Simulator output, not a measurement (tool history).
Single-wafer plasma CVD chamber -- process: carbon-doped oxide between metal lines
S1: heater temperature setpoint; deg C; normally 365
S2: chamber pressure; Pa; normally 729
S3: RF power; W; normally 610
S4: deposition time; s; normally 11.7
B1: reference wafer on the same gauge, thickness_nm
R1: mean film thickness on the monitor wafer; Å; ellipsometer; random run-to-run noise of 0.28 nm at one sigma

run,hour,S1,S2,S3,S4,B1,R1
1,0,365,729,610,11.7,53.281,640.1
2,65.5,358,729,610,11.7,53.26,647.53
# hour 88.8: capacitance manometer re-zeroed and calibrated
3,133.1,358,729,610,11.7,53.289,650.39
4,167.3,358,729,610,11.7,53.301,652.26
5,225.4,365,729,610,11.7,53.317,637.6
6,270.5,365,784,560,11.7,53.323,597.99
# hour 388: thermocouple changed; heater temperature recalibrated
7,408.1,365,729,610,11.7,53.255,633.48
8,443,365,729,610,11.7,53.3,630.06
# hour 476.2: RF generator calibrated
9,493.4,365,729,610,11.7,53.275,658.68
# hour 494.6: gauge calibrated
10,557.5,365,729,610,10.8,53.3,606.1
11,626.6,365,729,610,10.8,53.299,607.44
12,663.7,365,877,550,11.7,53.305,608.66
13,696.3,365,729,610,11.7,53.363,654.67
14,743.3,365,881,610,10.8,53.316,615.84
# hour 782.6: showerhead replaced
15,812.9,365,844,610,11.7,53.302,667.73
16,837,353,551,610,11.7,53.298,644.17
17,905.5,373,865,610,11.7,53.342,655.68
18,931.1,358,729,610,11.7,53.278,667.73
19,996.3,378,729,610,11.1,53.297,596.97
# hour 1007.9: capacitance manometer re-zeroed and calibrated
20,1171.3,376,729,610,11.7,53.308,630.74
21,1220.5,365,729,610,11.7,53.266,644.28
22,1260.9,365,729,610,11.7,53.333,645.23

Results for each run, recomputed without the tool's hidden state and with each run's random variation untouched:
Hidden state present: wafer temperature above the value expected at the setpoint (K); delivered RF power above the setpoint (%); true pressure above the setpoint (%); gauge reads high (%).
run,R1
1,658.95
2,667.57
3,671.52
4,673.96
5,659.66
6,619.91
7,658.08
8,655.03
9,659.72
10,607.88
11,610.12
12,611.91
13,658.53
14,620.09
15,673.33
16,649.91
17,662.49
18,675.04
19,604.35
20,640.95
21,655.4
22,656.95
